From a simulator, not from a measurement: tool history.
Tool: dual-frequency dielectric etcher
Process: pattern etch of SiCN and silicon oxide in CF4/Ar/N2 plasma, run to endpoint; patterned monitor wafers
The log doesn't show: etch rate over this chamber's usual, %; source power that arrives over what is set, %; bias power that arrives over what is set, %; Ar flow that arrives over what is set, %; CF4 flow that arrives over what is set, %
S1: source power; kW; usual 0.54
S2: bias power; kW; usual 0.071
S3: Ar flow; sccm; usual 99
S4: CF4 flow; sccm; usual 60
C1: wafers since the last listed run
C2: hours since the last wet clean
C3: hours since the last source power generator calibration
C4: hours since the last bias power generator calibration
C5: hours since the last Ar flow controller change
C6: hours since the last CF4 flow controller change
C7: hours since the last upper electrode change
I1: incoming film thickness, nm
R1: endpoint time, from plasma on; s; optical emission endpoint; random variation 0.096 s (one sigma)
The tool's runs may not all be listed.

run	hour	S1	S2	S3	S4	C1	C2	C3	C4	C5	C6	C7	I1	R1
1	0	0.54	0.059	99	60	0	6.6	83.2	1831.9	2.7	4259.5	0.9	11.6	11.3
2	0.3	0.44	0.071	99	60	6	6.9	83.5	1832.2	3	4259.8	1.2	11.7	13.7
3	15.8	0.44	0.071	99	60	311	22.4	99	1847.7	18.5	4275.3	16.7	11.69	13.5
4	29.6	0.44	0.071	99	60	277	36.2	112.8	1861.5	32.3	4289.1	30.5	11.76	13.6
5	45.7	0.54	0.071	99	60	323	52.3	128.9	1877.6	48.4	4305.2	46.6	11.76	10.6
# hour 70.7: wet clean of the chamber, repeated, since the last time left the tool worse
# hour 74.1: CF4 flow controller replaced
6	74.6	0.4	0.064	122	56	30	3.9	157.8	1906.5	77.3	0.5	75.5	11.57	17.7
7	74.9	0.54	0.082	113	60	6	4.2	158.1	1906.8	77.6	0.8	75.8	11.74	11
8	80.7	0.54	0.071	99	60	116	10	163.9	1912.6	83.4	6.6	81.6	11.81	11.5
9	88	0.54	0.071	115	73	146	17.3	171.2	1919.9	90.7	13.9	88.9	11.71	11.2
10	103	0.49	0.071	111	60	301	32.3	186.2	1934.9	105.7	28.9	103.9	11.84	13.2
11	116.3	0.44	0.08	99	60	267	45.6	199.5	1948.2	119	42.2	117.2	11.68	13.9
12	130.8	0.54	0.071	99	60	291	60.1	214	1962.7	133.5	56.7	131.7	11.72	11.5
13	145.1	0.48	0.06	83	74	287	74.4	228.3	1977	147.8	71	146	11.71	12.9
# hour 181.5: bias power generator calibrated
14	185.4	0.54	0.081	99	60	730	114.7	268.6	3.9	188.1	111.3	186.3	11.75	11
15	203.2	0.54	0.071	90	60	358	132.5	286.4	21.7	205.9	129.1	204.1	11.78	11.3
16	217.6	0.65	0.063	111	52	289	146.9	300.8	36.1	220.3	143.5	218.5	11.79	10.3
17	226.7	0.54	0.061	99	52	183	156	309.9	45.2	229.4	152.6	227.6	11.75	12.6
18	234.4	0.54	0.071	84	60	154	163.7	317.6	52.9	237.1	160.3	235.3	11.6	11
19	248.6	0.54	0.057	74	60	285	177.9	331.8	67.1	251.3	174.5	249.5	11.58	11.6
20	262.1	0.54	0.071	99	60	271	191.4	345.3	80.6	264.8	188	263	11.7	11.5
21	279.1	0.47	0.071	99	60	341	208.4	362.3	97.6	281.8	205	280	11.69	13.7
22	290.5	0.54	0.071	99	60	229	219.8	373.7	109	293.2	216.4	291.4	11.57	11.3
23	298.1	0.54	0.071	99	60	152	227.4	381.3	116.6	300.8	224	299	11.65	11.6
24	304.8	0.59	0.056	99	52	134	234.1	388	123.3	307.5	230.7	305.7	11.61	11.9
25	318.4	0.54	0.076	99	60	273	247.7	401.6	136.9	321.1	244.3	319.3	11.63	11.3

3 ways to go on from here, each from the tool as it stands after run 25. What would each give?
A	318.8	0.54	0.071	99	60	8	248.1	402	137.3	321.5	244.7	319.7	11.69	?
B	318.8	0.43	0.071	110	60	8	248.1	402	137.3	321.5	244.7	319.7	11.69	?
C	318.8	0.54	0.071	89	69	8	248.1	402	137.3	321.5	244.7	319.7	11.69	?

run	R1
A	11.6
B	15.5
C	11.1
Without the tool's hidden state the same runs would have given:
run	R1
A	11.5
B	15.3
C	10.9
